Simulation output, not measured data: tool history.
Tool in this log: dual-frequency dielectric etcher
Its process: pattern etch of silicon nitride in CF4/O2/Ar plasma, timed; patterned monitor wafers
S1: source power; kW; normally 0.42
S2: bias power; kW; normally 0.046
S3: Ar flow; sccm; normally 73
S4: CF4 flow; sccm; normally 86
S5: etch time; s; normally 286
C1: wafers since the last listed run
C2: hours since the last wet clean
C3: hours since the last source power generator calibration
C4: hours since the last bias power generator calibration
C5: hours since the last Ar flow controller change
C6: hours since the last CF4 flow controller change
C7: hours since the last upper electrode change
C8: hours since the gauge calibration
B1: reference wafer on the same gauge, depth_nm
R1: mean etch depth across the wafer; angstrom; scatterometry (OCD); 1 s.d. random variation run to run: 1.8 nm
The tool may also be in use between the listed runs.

{"run": 1, "hour": 0.0, "S1": 0.42, "S2": 0.049, "S3": 73, "S4": 86, "S5": 286, "C1": 0, "C2": 424.2, "C3": 1360.8, "C4": 1656.3, "C5": 4665.4, "C6": 2286.5, "C7": 2809.9, "C8": 568.3, "B1": 588.3, "R1": 5660}
{"hour": 14.6, "done": "CF4 flow controller replaced"}
{"hour": 31.7, "done": "upper electrode replaced"}
{"run": 2, "hour": 32.2, "S1": 0.38, "S2": 0.042, "S3": 73, "S4": 86, "S5": 286, "C1": 36, "C2": 456.4, "C3": 1393, "C4": 1688.5, "C5": 4697.6, "C6": 17.6, "C7": 0.5, "C8": 600.5, "B1": 588.1, "R1": 4725}
{"hour": 40.3, "done": "bias power generator calibrated"}
{"hour": 66.5, "done": "wet clean of the chamber"}
{"run": 3, "hour": 67.0, "S1": 0.52, "S2": 0.046, "S3": 73, "S4": 86, "S5": 359, "C1": 27, "C2": 0.5, "C3": 1427.8, "C4": 26.7, "C5": 4732.4, "C6": 52.4, "C7": 35.3, "C8": 635.3, "B1": 587.1, "R1": 8573}
{"run": 4, "hour": 67.4, "S1": 0.42, "S2": 0.056, "S3": 65, "S4": 86, "S5": 286, "C1": 1, "C2": 0.9, "C3": 1428.2, "C4": 27.1, "C5": 4732.8, "C6": 52.8, "C7": 35.7, "C8": 635.7, "B1": 588.7, "R1": 6081}
{"run": 5, "hour": 89.5, "S1": 0.45, "S2": 0.046, "S3": 73, "S4": 86, "S5": 286, "C1": 87, "C2": 23, "C3": 1450.3, "C4": 49.2, "C5": 4754.9, "C6": 74.9, "C7": 57.8, "C8": 657.8, "B1": 587.1, "R1": 5891}
{"hour": 111.7, "done": "source power generator calibrated"}
{"run": 6, "hour": 117.0, "S1": 0.42, "S2": 0.046, "S3": 56, "S4": 101, "S5": 286, "C1": 93, "C2": 50.5, "C3": 5.3, "C4": 76.7, "C5": 4782.4, "C6": 102.4, "C7": 85.3, "C8": 685.3, "B1": 588.2, "R1": 5787}
{"run": 7, "hour": 136.2, "S1": 0.42, "S2": 0.046, "S3": 73, "S4": 86, "S5": 286, "C1": 76, "C2": 69.7, "C3": 24.5, "C4": 95.9, "C5": 4801.6, "C6": 121.6, "C7": 104.5, "C8": 704.5, "B1": 588.2, "R1": 5477}
{"hour": 157.8, "done": "Ar flow controller replaced"}
{"hour": 166.5, "done": "gauge calibrated"}
{"run": 8, "hour": 198.7, "S1": 0.42, "S2": 0.056, "S3": 65, "S4": 86, "S5": 286, "C1": 224, "C2": 132.2, "C3": 87, "C4": 158.4, "C5": 40.9, "C6": 184.1, "C7": 167, "C8": 32.2, "B1": 588.4, "R1": 6101}
{"run": 9, "hour": 212.9, "S1": 0.42, "S2": 0.046, "S3": 73, "S4": 86, "S5": 286, "C1": 56, "C2": 146.4, "C3": 101.2, "C4": 172.6, "C5": 55.1, "C6": 198.3, "C7": 181.2, "C8": 46.4, "B1": 588, "R1": 5533}
{"run": 10, "hour": 245.7, "S1": 0.42, "S2": 0.046, "S3": 73, "S4": 86, "S5": 349.5, "C1": 130, "C2": 179.2, "C3": 134, "C4": 205.4, "C5": 87.9, "C6": 231.1, "C7": 214, "C8": 79.2, "B1": 588.3, "R1": 6737}
{"run": 11, "hour": 270.6, "S1": 0.42, "S2": 0.046, "S3": 87, "S4": 86, "S5": 286, "C1": 98, "C2": 204.1, "C3": 158.9, "C4": 230.3, "C5": 112.8, "C6": 256, "C7": 238.9, "C8": 104.1, "B1": 586.9, "R1": 5375}
{"run": 12, "hour": 293.1, "S1": 0.42, "S2": 0.046, "S3": 73, "S4": 86, "S5": 286, "C1": 89, "C2": 226.6, "C3": 181.4, "C4": 252.8, "C5": 135.3, "C6": 278.5, "C7": 261.4, "C8": 126.6, "B1": 588, "R1": 5508}
{"run": 13, "hour": 316.9, "S1": 0.42, "S2": 0.046, "S3": 78, "S4": 86, "S5": 286, "C1": 94, "C2": 250.4, "C3": 205.2, "C4": 276.6, "C5": 159.1, "C6": 302.3, "C7": 285.2, "C8": 150.4, "B1": 587.7, "R1": 5464}
{"run": 14, "hour": 348.4, "S1": 0.42, "S2": 0.037, "S3": 73, "S4": 86, "S5": 344, "C1": 125, "C2": 281.9, "C3": 236.7, "C4": 308.1, "C5": 190.6, "C6": 333.8, "C7": 316.7, "C8": 181.9, "B1": 587.3, "R1": 6012}
{"run": 15, "hour": 360.5, "S1": 0.34, "S2": 0.046, "S3": 80, "S4": 99, "S5": 207.5, "C1": 48, "C2": 294, "C3": 248.8, "C4": 320.2, "C5": 202.7, "C6": 345.9, "C7": 328.8, "C8": 194, "B1": 589, "R1": 3174}
{"run": 16, "hour": 378.6, "S1": 0.42, "S2": 0.046, "S3": 73, "S4": 107, "S5": 286, "C1": 71, "C2": 312.1, "C3": 266.9, "C4": 338.3, "C5": 220.8, "C6": 364, "C7": 346.9, "C8": 212.1, "B1": 588.4, "R1": 5625}
{"run": 17, "hour": 403.9, "S1": 0.49, "S2": 0.046, "S3": 73, "S4": 86, "S5": 312.5, "C1": 100, "C2": 337.4, "C3": 292.2, "C4": 363.6, "C5": 246.1, "C6": 389.3, "C7": 372.2, "C8": 237.4, "B1": 587.8, "R1": 7043}
{"run": 18, "hour": 427.7, "S1": 0.46, "S2": 0.038, "S3": 73, "S4": 76, "S5": 201, "C1": 94, "C2": 361.2, "C3": 316, "C4": 387.4, "C5": 269.9, "C6": 413.1, "C7": 396, "C8": 261.2, "B1": 588.5, "R1": 3821}
{"run": 19, "hour": 524.4, "S1": 0.42, "S2": 0.046, "S3": 73, "S4": 86, "S5": 286, "C1": 384, "C2": 457.9, "C3": 412.7, "C4": 484.1, "C5": 366.6, "C6": 509.8, "C7": 492.7, "C8": 357.9, "B1": 588.1, "R1": 5454}

What does the tool deliver on the next run?
{"run": 20, "hour": 536.6, "S1": 0.42, "S2": 0.058, "S3": 73, "S4": 86, "S5": 286, "C1": 48, "C2": 470.1, "C3": 424.9, "C4": 496.3, "C5": 378.8, "C6": 522, "C7": 504.9, "C8": 370.1, "B1": "?", "R1": "?"}

B1: 588.9
R1: 6101 angstrom
With the hidden condition absent and the run-to-run variation left alone, this run would have shown R1 6101 angstrom.
